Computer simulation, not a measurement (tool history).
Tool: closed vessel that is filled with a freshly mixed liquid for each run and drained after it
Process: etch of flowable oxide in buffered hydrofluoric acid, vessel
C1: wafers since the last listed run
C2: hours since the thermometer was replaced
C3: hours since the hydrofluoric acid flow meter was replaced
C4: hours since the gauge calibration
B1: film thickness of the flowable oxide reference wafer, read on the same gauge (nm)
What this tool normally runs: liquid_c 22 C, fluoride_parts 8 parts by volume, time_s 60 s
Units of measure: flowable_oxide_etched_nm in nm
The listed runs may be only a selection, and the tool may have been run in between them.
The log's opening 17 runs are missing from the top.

Run 18, hour 235.2: usual settings but time_s 40 s; C1 2200; C2 3211.1; C3 162.8; C4 112.3; B1 110.01. Result: flowable_oxide_etched_nm 111.39 nm.
Run 19, hour 241.7: usual settings; C1 799; C2 3217.6; C3 169.3; C4 118.8; B1 110.01. Result: flowable_oxide_etched_nm 165.8 nm.
Run 20, hour 251.9: usual settings; C1 1253; C2 3227.8; C3 179.5; C4 129; B1 110.01. Result: flowable_oxide_etched_nm 165.95 nm.
At hour 267.4: thermometer replaced.
Run 21, hour 267.9: usual settings but liquid_c 20.5 C, fluoride_parts 6.5 parts by volume, time_s 30 s; C1 1843; C2 0.5; C3 195.5; C4 145; B1 109.99. Result: flowable_oxide_etched_nm 111.21 nm.
Run 22, hour 280.9: usual settings but fluoride_parts 10.5 parts by volume, time_s 75 s; C1 1598; C2 13.5; C3 208.5; C4 158; B1 110.02. Result: flowable_oxide_etched_nm 190.49 nm.
Run 23, hour 330: usual settings; C1 6035; C2 62.6; C3 257.6; C4 207.1; B1 109.98. Result: flowable_oxide_etched_nm 193.16 nm.
Run 24, hour 336.9: usual settings but liquid_c 19 C, fluoride_parts 9.5 parts by volume, time_s 90 s; C1 848; C2 69.5; C3 264.5; C4 214; B1 109.98. Result: flowable_oxide_etched_nm 210.52 nm.
Run 25, hour 345.2: usual settings; C1 1020; C2 77.8; C3 272.8; C4 222.3; B1 110. Result: flowable_oxide_etched_nm 190.23 nm.
Run 26, hour 355.5: usual settings but fluoride_parts 6 parts by volume, time_s 40 s; C1 1266; C2 88.1; C3 283.1; C4 232.6; B1 109.99. Result: flowable_oxide_etched_nm 168.75 nm.
Run 27, hour 370.9: usual settings but liquid_c 25.5 C, fluoride_parts 9 parts by volume; C1 1893; C2 103.5; C3 298.5; C4 248; B1 110. Result: flowable_oxide_etched_nm 209.73 nm.
Run 28, hour 378.5: usual settings; C1 934; C2 111.1; C3 306.1; C4 255.6; B1 110.01. Result: flowable_oxide_etched_nm 191.27 nm.
Run 29, hour 386.4: usual settings but liquid_c 18 C; C1 971; C2 119; C3 314; C4 263.5; B1 110.03. Result: flowable_oxide_etched_nm 152.79 nm.
Run 30, hour 400.1: usual settings but liquid_c 20 C, fluoride_parts 10.5 parts by volume, time_s 75 s; C1 1684; C2 132.7; C3 327.7; C4 277.2; B1 109.99. Result: flowable_oxide_etched_nm 167.36 nm.
Run 31, hour 411.4: usual settings but liquid_c 27 C, fluoride_parts 10.5 parts by volume, time_s 90 s; C1 1389; C2 144; C3 339; C4 288.5; B1 110.01. Result: flowable_oxide_etched_nm 296.44 nm.
Run 32, hour 425.5: usual settings; C1 1733; C2 158.1; C3 353.1; C4 302.6; B1 110.03. Result: flowable_oxide_etched_nm 190.48 nm.
Run 33, hour 438.1: usual settings but liquid_c 26 C, time_s 35 s; C1 1548; C2 170.7; C3 365.7; C4 315.2; B1 110.01. Result: flowable_oxide_etched_nm 138.9 nm.
Run 34, hour 455.8: usual settings but liquid_c 24.5 C, fluoride_parts 5.5 parts by volume, time_s 35 s; C1 2175; C2 188.4; C3 383.4; C4 332.9; B1 109.97. Result: flowable_oxide_etched_nm 182.03 nm.

Predict each of these 3 candidate next runs independently; none follows another, all start after run 34:
Run A, hour 456.5: usual settings; C1 86; C2 189.1; C3 384.1; C4 333.6; B1 ?. Result: flowable_oxide_etched_nm ?.
Run B, hour 456.5: usual settings but liquid_c 20.5 C, time_s 80 s; C1 86; C2 189.1; C3 384.1; C4 333.6; B1 ?. Result: flowable_oxide_etched_nm ?.
Run C, hour 456.5: usual settings but liquid_c 17.5 C, fluoride_parts 10 parts by volume, time_s 30 s; C1 86; C2 189.1; C3 384.1; C4 333.6; B1 ?. Result: flowable_oxide_etched_nm ?.

run   B1  flowable_oxide_etched_nm
  A  110                    189.96
  B  110                       233
  C  110                     61.02
With the hidden condition removed and each run's random variation left untouched, the same runs would have given:
run  flowable_oxide_etched_nm
  A                    203.68
  B                    249.89
  C                     65.16

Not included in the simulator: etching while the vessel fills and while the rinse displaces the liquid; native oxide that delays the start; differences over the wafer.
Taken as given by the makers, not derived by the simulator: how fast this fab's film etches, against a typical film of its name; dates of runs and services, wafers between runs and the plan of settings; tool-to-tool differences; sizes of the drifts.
